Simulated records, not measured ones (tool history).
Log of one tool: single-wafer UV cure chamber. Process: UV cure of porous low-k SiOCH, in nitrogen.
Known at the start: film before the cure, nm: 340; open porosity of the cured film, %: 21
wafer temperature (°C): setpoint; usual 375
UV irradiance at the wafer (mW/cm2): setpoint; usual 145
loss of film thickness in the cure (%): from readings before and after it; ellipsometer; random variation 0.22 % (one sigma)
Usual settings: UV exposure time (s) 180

| run | hour | wafer temperature (°C) | UV exposure time (s) | UV irradiance at the wafer (mW/cm2) | loss of film thickness in the cure (%) |
|---|---|---|---|---|---|
| 1 | 0.0 | 383 | 180 | 156 | 14.479 |
| 2 | 19.4 | 375 | 205 | 145 | 13.910 |
| 3 | 47.0 | 375 | 180 | 145 | 13.408 |
| 4 | 60.6 | 375 | 180 | 145 | 13.342 |
| 5 | 83.5 | 375 | 250 | 145 | 15.171 |
| 6 | 114.2 | 375 | 250 | 145 | 14.787 |
| 7 | 145.6 | 375 | 180 | 145 | 13.210 |
| 8 | 158.3 | 375 | 180 | 145 | 12.934 |
| 9 | 174.7 | 375 | 180 | 145 | 13.064 |
|  | 197.7 | quartz window cleaned |
| 10 | 256.3 | 375 | 180 | 145 | 12.485 |
| 11 | 286.2 | 375 | 180 | 145 | 12.424 |
| 12 | 309.0 | 375 | 180 | 145 | 12.249 |
| 13 | 334.7 | 375 | 200 | 145 | 13.160 |
| 14 | 354.7 | 375 | 200 | 145 | 12.697 |
| 15 | 369.1 | 375 | 200 | 145 | 12.621 |
|  | 418.5 | quartz window cleaned, repeated, since the last time left the tool worse |
| 16 | 443.2 | 375 | 180 | 145 | 13.173 |
| 17 | 470.0 | 375 | 180 | 145 | 13.400 |
| 18 | 498.0 | 391 | 140 | 162 | 13.129 |
| 19 | 531.5 | 375 | 180 | 145 | 13.731 |
|  | 555.0 | UV bulbs replaced |
| 20 | 556.3 | 384 | 180 | 167 | 14.237 |
| 21 | 584.7 | 357 | 180 | 162 | 13.180 |
|  | 601.3 | quartz window cleaned |
| 22 | 610.0 | 375 | 180 | 145 | 13.733 |
| 23 | 629.9 | 375 | 180 | 112 | 12.113 |
| 24 | 650.7 | 383 | 105 | 115 | 10.006 |
| 25 | 671.4 | 375 | 180 | 164 | 14.120 |
| 26 | 705.2 | 375 | 180 | 145 | 13.310 |
| 27 | 727.9 | 375 | 270 | 145 | 15.601 |

Run 28 comes next. What will it give?
| 28 | 755.3 | 358 | 125 | 182 | ? |

loss of film thickness in the cure (%): 12.026
Without the tool's hidden state the same run would have given loss of film thickness in the cure (%) 12.314.

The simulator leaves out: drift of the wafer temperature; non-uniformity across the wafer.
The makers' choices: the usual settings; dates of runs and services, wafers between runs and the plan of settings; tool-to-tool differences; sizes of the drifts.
